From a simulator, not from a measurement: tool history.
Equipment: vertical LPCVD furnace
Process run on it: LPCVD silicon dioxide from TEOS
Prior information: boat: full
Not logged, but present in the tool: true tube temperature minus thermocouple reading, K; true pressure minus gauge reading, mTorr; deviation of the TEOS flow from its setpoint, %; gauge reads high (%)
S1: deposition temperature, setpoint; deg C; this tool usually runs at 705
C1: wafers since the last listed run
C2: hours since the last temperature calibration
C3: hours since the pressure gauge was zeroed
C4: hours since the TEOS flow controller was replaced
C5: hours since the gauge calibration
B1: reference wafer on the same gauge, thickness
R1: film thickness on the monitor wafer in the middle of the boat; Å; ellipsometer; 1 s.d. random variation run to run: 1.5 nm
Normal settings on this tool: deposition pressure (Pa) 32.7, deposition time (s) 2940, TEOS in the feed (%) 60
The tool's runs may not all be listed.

run 1 day=0.000 | S1=705 deposition_pressure_(Pa)=32.7 deposition_time_(s)=2940 TEOS_in_the_feed_(%)=60 | C1=0 C2=3320.5 C3=1390.0 C4=4626.4 C5=594.9 | B1=322.90 | R1=3817.8
run 2 day=3.000 | S1=705 deposition_pressure_(Pa)=32.7 deposition_time_(s)=2940 TEOS_in_the_feed_(%)=60 | C1=636 C2=3392.5 C3=1462.0 C4=4698.4 C5=666.9 | B1=322.58 | R1=3791.2
run 3 day=14.508 | S1=709 deposition_pressure_(Pa)=32.7 deposition_time_(s)=2940 TEOS_in_the_feed_(%)=60 | C1=2439 C2=3668.7 C3=1738.2 C4=4974.6 C5=943.1 | B1=320.92 | R1=4138.9
run 4 day=16.633 | S1=709 deposition_pressure_(Pa)=32.7 deposition_time_(s)=2940 TEOS_in_the_feed_(%)=60 | C1=450 C2=3719.7 C3=1789.2 C4=5025.6 C5=994.1 | B1=320.90 | R1=4126.6
run 5 day=18.512 | S1=705 deposition_pressure_(Pa)=32.7 deposition_time_(s)=2070 TEOS_in_the_feed_(%)=60 | C1=398 C2=3764.8 C3=1834.3 C4=5070.7 C5=1039.2 | B1=321.01 | R1=2653.1
run 6 day=21.362 | S1=705 deposition_pressure_(Pa)=32.7 deposition_time_(s)=3390 TEOS_in_the_feed_(%)=60 | C1=604 C2=3833.2 C3=1902.7 C4=5139.1 C5=1107.6 | B1=320.36 | R1=4323.2
run 7 day=24.067 | S1=705 deposition_pressure_(Pa)=32.7 deposition_time_(s)=3390 TEOS_in_the_feed_(%)=60 | C1=573 C2=3898.1 C3=1967.6 C4=5204.0 C5=1172.5 | B1=320.03 | R1=4335.2
run 8 day=26.958 | S1=705 deposition_pressure_(Pa)=32.7 deposition_time_(s)=2940 TEOS_in_the_feed_(%)=66 | C1=613 C2=3967.5 C3=2037.0 C4=5273.4 C5=1241.9 | B1=320.26 | R1=3949.1
run 9 day=30.779 | S1=705 deposition_pressure_(Pa)=32.7 deposition_time_(s)=2940 TEOS_in_the_feed_(%)=66 | C1=810 C2=4059.2 C3=2128.7 C4=5365.1 C5=1333.6 | B1=319.75 | R1=3924.2
-- day=32.762 pressure gauge zeroed
run 10 day=38.583 | S1=705 deposition_pressure_(Pa)=32.7 deposition_time_(s)=2940 TEOS_in_the_feed_(%)=66 | C1=1442 C2=4246.5 C3=139.7 C4=5552.4 C5=1520.9 | B1=319.61 | R1=3938.8
run 11 day=42.888 | S1=705 deposition_pressure_(Pa)=32.7 deposition_time_(s)=2940 TEOS_in_the_feed_(%)=53 | C1=912 C2=4349.8 C3=243.0 C4=5655.7 C5=1624.2 | B1=319.11 | R1=3545.6
run 12 day=46.308 | S1=693 deposition_pressure_(Pa)=32.7 deposition_time_(s)=3450 TEOS_in_the_feed_(%)=68 | C1=725 C2=4431.9 C3=325.1 C4=5737.8 C5=1706.3 | B1=318.93 | R1=3525.7
run 13 day=48.900 | S1=705 deposition_pressure_(Pa)=37.3 deposition_time_(s)=2940 TEOS_in_the_feed_(%)=60 | C1=549 C2=4494.1 C3=387.3 C4=5800.0 C5=1768.5 | B1=318.51 | R1=4003.3
run 14 day=52.488 | S1=712 deposition_pressure_(Pa)=29.3 deposition_time_(s)=2430 TEOS_in_the_feed_(%)=56 | C1=760 C2=4580.2 C3=473.4 C4=5886.1 C5=1854.6 | B1=318.88 | R1=3303.9
run 15 day=56.746 | S1=709 deposition_pressure_(Pa)=30.7 deposition_time_(s)=2640 TEOS_in_the_feed_(%)=71 | C1=902 C2=4682.4 C3=575.6 C4=5988.3 C5=1956.8 | B1=318.57 | R1=3876.7
run 16 day=60.333 | S1=705 deposition_pressure_(Pa)=32.7 deposition_time_(s)=2940 TEOS_in_the_feed_(%)=51 | C1=760 C2=4768.5 C3=661.7 C4=6074.4 C5=2042.9 | B1=318.57 | R1=3454.5
-- day=64.488 TEOS flow controller replaced
run 17 day=64.508 | S1=705 deposition_pressure_(Pa)=32.7 deposition_time_(s)=2940 TEOS_in_the_feed_(%)=60 | C1=673 C2=4868.7 C3=761.9 C4=0.5 C5=2143.1 | B1=318.95 | R1=3731.5
-- day=70.975 gauge calibrated
run 18 day=71.821 | S1=705 deposition_pressure_(Pa)=32.7 deposition_time_(s)=2940 TEOS_in_the_feed_(%)=60 | C1=1550 C2=5044.2 C3=937.4 C4=176.0 C5=20.3 | B1=326.97 | R1=3821.4
run 19 day=74.712 | S1=705 deposition_pressure_(Pa)=32.7 deposition_time_(s)=2940 TEOS_in_the_feed_(%)=60 | C1=613 C2=5113.6 C3=1006.8 C4=245.4 C5=89.7 | B1=325.51 | R1=3802.2
run 20 day=78.921 | S1=696 deposition_pressure_(Pa)=32.7 deposition_time_(s)=2940 TEOS_in_the_feed_(%)=60 | C1=892 C2=5214.6 C3=1107.8 C4=346.4 C5=190.7 | B1=324.35 | R1=3101.2
-- day=80.750 thermocouples replaced and temperature profile calibrated
run 21 day=91.050 | S1=696 deposition_pressure_(Pa)=37.3 deposition_time_(s)=2280 TEOS_in_the_feed_(%)=70 | C1=2359 C2=247.2 C3=1398.9 C4=637.5 C5=481.8 | B1=321.36 | R1=2746.5
run 22 day=99.775 | S1=700 deposition_pressure_(Pa)=32.7 deposition_time_(s)=2940 TEOS_in_the_feed_(%)=72 | C1=1849 C2=456.6 C3=1608.3 C4=846.9 C5=691.2 | B1=319.84 | R1=3686.8
run 23 day=103.400 | S1=705 deposition_pressure_(Pa)=32.7 deposition_time_(s)=2940 TEOS_in_the_feed_(%)=60 | C1=768 C2=543.6 C3=1695.3 C4=933.9 C5=778.2 | B1=319.62 | R1=3725.0
run 24 day=105.492 | S1=705 deposition_pressure_(Pa)=32.7 deposition_time_(s)=2940 TEOS_in_the_feed_(%)=60 | C1=443 C2=593.8 C3=1745.5 C4=984.1 C5=828.4 | B1=318.90 | R1=3736.6
run 25 day=108.950 | S1=711 deposition_pressure_(Pa)=36.0 deposition_time_(s)=2940 TEOS_in_the_feed_(%)=60 | C1=733 C2=676.8 C3=1828.5 C4=1067.1 C5=911.4 | B1=318.50 | R1=4534.8
run 26 day=111.679 | S1=705 deposition_pressure_(Pa)=32.7 deposition_time_(s)=1950 TEOS_in_the_feed_(%)=68 | C1=578 C2=742.3 C3=1894.0 C4=1132.6 C5=976.9 | B1=318.79 | R1=2614.9
run 27 day=114.150 | S1=697 deposition_pressure_(Pa)=24.7 deposition_time_(s)=2940 TEOS_in_the_feed_(%)=60 | C1=523 C2=801.6 C3=1953.3 C4=1191.9 C5=1036.2 | B1=318.69 | R1=2699.7
run 28 day=118.454 | S1=705 deposition_pressure_(Pa)=32.7 deposition_time_(s)=3450 TEOS_in_the_feed_(%)=60 | C1=912 C2=904.9 C3=2056.6 C4=1295.2 C5=1139.5 | B1=318.07 | R1=4371.8
run 29 day=121.312 | S1=696 deposition_pressure_(Pa)=32.7 deposition_time_(s)=2940 TEOS_in_the_feed_(%)=63 | C1=605 C2=973.5 C3=2125.2 C4=1363.8 C5=1208.1 | B1=317.77 | R1=3100.5
run 30 day=124.071 | S1=705 deposition_pressure_(Pa)=32.7 deposition_time_(s)=2040 TEOS_in_the_feed_(%)=54 | C1=584 C2=1039.7 C3=2191.4 C4=1430.0 C5=1274.3 | B1=317.68 | R1=2466.9

Consider 5 possible next runs. They are alternatives, not a sequence: every one starts from the tool as it was left by run 30. What does each give?
run A day=124.267 | S1=705 deposition_pressure_(Pa)=32.7 deposition_time_(s)=2940 TEOS_in_the_feed_(%)=60 | C1=41 C2=1044.4 C3=2196.1 C4=1434.7 C5=1279.0 | B1=? | R1=?
run B day=124.267 | S1=705 deposition_pressure_(Pa)=39.3 deposition_time_(s)=2940 TEOS_in_the_feed_(%)=65 | C1=41 C2=1044.4 C3=2196.1 C4=1434.7 C5=1279.0 | B1=? | R1=?
run C day=124.267 | S1=705 deposition_pressure_(Pa)=36.0 deposition_time_(s)=3690 TEOS_in_the_feed_(%)=54 | C1=41 C2=1044.4 C3=2196.1 C4=1434.7 C5=1279.0 | B1=? | R1=?
run D day=124.267 | S1=705 deposition_pressure_(Pa)=35.3 deposition_time_(s)=2040 TEOS_in_the_feed_(%)=70 | C1=41 C2=1044.4 C3=2196.1 C4=1434.7 C5=1279.0 | B1=? | R1=?
run E day=124.267 | S1=702 deposition_pressure_(Pa)=37.3 deposition_time_(s)=2940 TEOS_in_the_feed_(%)=60 | C1=41 C2=1044.4 C3=2196.1 C4=1434.7 C5=1279.0 | B1=? | R1=?

run=A B1=317.46 R1=3728.1
run=B B1=317.46 R1=4258.0
run=C B1=317.46 R1=4660.1
run=D B1=317.46 R1=2905.9
run=E B1=317.46 R1=3718.8
What these runs would have given with no unlogged condition in the tool:
run=A R1=3850.1
run=B R1=4397.2
run=C R1=4812.4
run=D R1=3001.0
run=E R1=3840.4
